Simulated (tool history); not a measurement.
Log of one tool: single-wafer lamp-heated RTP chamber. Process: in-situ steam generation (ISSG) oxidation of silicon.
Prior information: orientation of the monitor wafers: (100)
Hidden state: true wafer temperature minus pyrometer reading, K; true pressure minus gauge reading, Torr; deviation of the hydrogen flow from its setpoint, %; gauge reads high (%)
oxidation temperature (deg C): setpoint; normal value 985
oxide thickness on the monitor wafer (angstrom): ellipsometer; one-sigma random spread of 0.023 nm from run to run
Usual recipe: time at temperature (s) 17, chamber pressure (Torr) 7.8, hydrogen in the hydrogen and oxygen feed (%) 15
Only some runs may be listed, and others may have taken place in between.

run    hour  oxidation temperature (deg C)  time at temperature (s)  chamber pressure (Torr)  hydrogen in the hydrogen and oxygen feed (%)  wafers since the last listed run  wafers since the last pyrometer calibration  hours since the pressure gauge was zeroed  hours since the hydrogen flow controller was replaced  hours since the gauge calibration  read-back reference wafer on the same gauge, thickness  oxide thickness on the monitor wafer (angstrom)
  1       0                            985                       17                      7.8                                            11                                 0                                          602                                       2290                                                   2975                              209.7                                                   4.907                                            44.23
  2    75.4                            985                       17                      7.1                                            15                               838                                         1440                                     2365.4                                                 3050.4                              285.1                                                   4.911                                            46.96
  3   144.8                            985                       17                      7.8                                            15                               772                                         2213                                     2434.8                                                 3119.8                              354.5                                                    4.91                                            47.18
  4   239.6                            985                       17                      7.8                                            15                              1054                                         3267                                     2529.6                                                 3214.6                              449.3                                                   4.909                                            47.64
  5   300.6                            985                       17                        9                                            15                               678                                         3946                                     2590.6                                                 3275.6                              510.3                                                   4.907                                            47.66
  6   352.9                            995                       17                      7.8                                            15                               581                                         4528                                     2642.9                                                 3327.9                              562.6                                                   4.909                                            50.04
  7   398.2                            985                       17                      7.8                                            15                               504                                         5032                                     2688.2                                                 3373.2                              607.9                                                   4.912                                            48.42
      447.6  -- pyrometer window cleaned and pyrometer calibrated
  8   474.2                            985                       17                      7.8                                            15                               756                                          295                                     2764.2                                                 3449.2                              683.9                                                   4.911                                            46.77
  9   572.1                            985                       17                      7.8                                            15                              1089                                         1384                                     2862.1                                                 3547.1                              781.8                                                   4.912                                            47.17
 10   610.8                            985                       20                      7.8                                            20                               430                                         1815                                     2900.8                                                 3585.8                              820.5                                                   4.913                                            53.81
 11   709.6                            985                       20                      7.8                                            20                              1099                                         2914                                     2999.6                                                 3684.6                              919.3                                                   4.906                                            54.41
 12   770.9                            985                       20                      7.8                                            20                               682                                         3596                                     3060.9                                                 3745.9                              980.6                                                   4.914                                            54.63
 13     872                            985                       17                      7.8                                            15                              1124                                         4721                                       3162                                                   3847                             1081.7                                                   4.913                                            47.88
      901.7  -- pressure gauge zeroed
      955.1  -- pyrometer window cleaned and pyrometer calibrated
 14   958.2                            985                       17                      7.8                                            15                               781                                           34                                       56.5                                                 3933.2                             1167.9                                                   4.909                                            46.75
 15    1039                            992                       17                      7.8                                            15                               899                                          933                                      137.3                                                   4014                             1248.7                                                   4.909                                            48.58
 16  1137.3                            985                       17                      7.8                                            15                              1093                                         2027                                      235.6                                                 4112.3                               1347                                                   4.912                                            47.26
 17  1225.9                            993                       23                      7.8                                            11                               985                                         3012                                      324.2                                                 4200.9                             1435.6                                                   4.907                                            52.74
 18  1302.1                           1003                       17                      7.8                                            20                               847                                         3860                                      400.4                                                 4277.1                             1511.8                                                   4.906                                            55.44
 19  1397.5                            995                       17                      6.9                                            19                              1061                                         4922                                      495.8                                                 4372.5                             1607.2                                                   4.906                                            53.35
     1428.3  -- pyrometer window cleaned and pyrometer calibrated
 20  1443.9                            985                       22                      6.9                                            11                               427                                          174                                      542.2                                                 4418.9                             1653.6                                                   4.907                                             49.3
 21  1541.1                            985                       17                      7.8                                            15                              1081                                         1255                                      639.4                                                 4516.1                             1750.8                                                   4.907                                            46.95
 22  1803.7                            985                       17                      7.8                                            15                              2921                                         4177                                        902                                                 4778.7                             2013.4                                                    4.91                                            48.13
 23  1892.1                            985                       17                      7.8                                            15                               983                                         5161                                      990.4                                                 4867.1                             2101.8                                                   4.912                                            48.14
     1926.1  -- gauge calibrated
     1946.7  -- pyrometer window cleaned and pyrometer calibrated
     1966.1  -- hydrogen flow controller replaced
 24  1978.1                            985                       17                      6.9                                            15                               778                                          260                                     1076.4                                                     12                                 52                                                   4.907                                            46.87
 25  2045.5                           1001                       12                      7.8                                            15                               749                                         1010                                     1143.8                                                   79.4                              119.4                                                    4.91                                            42.97
 26  2152.8                            997                       17                      7.8                                            15                              1193                                         2203                                     1251.1                                                  186.7                              226.7                                                   4.911                                            49.39
 27    2215                            999                       13                      7.8                                            15                               692                                         2895                                     1313.3                                                  248.9                              288.9                                                   4.913                                            43.91
 28  2319.7                            998                       21                      8.2                                            11                              1164                                         4060                                       1418                                                  353.6                              393.6                                                    4.91                                            51.95
 29  2409.5                            985                       17                      7.8                                            15                               999                                         5060                                     1507.8                                                  443.4                              483.4                                                   4.904                                            48.43
 30  2447.9                            985                       17                      7.8                                            15                               427                                         5487                                     1546.2                                                  481.8                              521.8                                                   4.914                                            49.05
       2466  -- pyrometer window cleaned and pyrometer calibrated
 31    2535                            970                       17                      7.8                                            15                               880                                          767                                     1633.3                                                  568.9                              608.9                                                   4.908                                            44.67
 32  2587.1                            985                       17                      7.8                                            15                               579                                         1347                                     1685.4                                                    621                                661                                                   4.909                                            47.06

For each run, the measured value with the value that run would have given without the tool's hidden condition subtracted. The run-to-run variation is shared by both, the gauge scatter possibly not:
run  oxide thickness on the monitor wafer (angstrom)
  1                                            +0.15
  2                                            +0.25
  3                                            +0.39
  4                                            +0.69
  5                                            +0.94
  6                                            +1.33
  7                                            +1.46
  8                                            +0.05
  9                                            +0.13
 10                                            +0.25
 11                                            +0.57
 12                                            +0.85
 13                                            +1.18
 14                                            +0.17
 15                                            +0.24
 16                                            +0.38
 17                                            +0.81
 18                                            +1.23
 19                                             +1.7
 20                                            +0.11
 21                                            +0.17
 22                                            +0.99
 23                                            +1.47
 24                                            +0.13
 25                                            +0.17
 26                                            +0.44
 27                                            +0.54
 28                                            +1.26
 29                                             +1.5
 30                                            +1.77
 31                                            +0.18
 32                                            +0.27
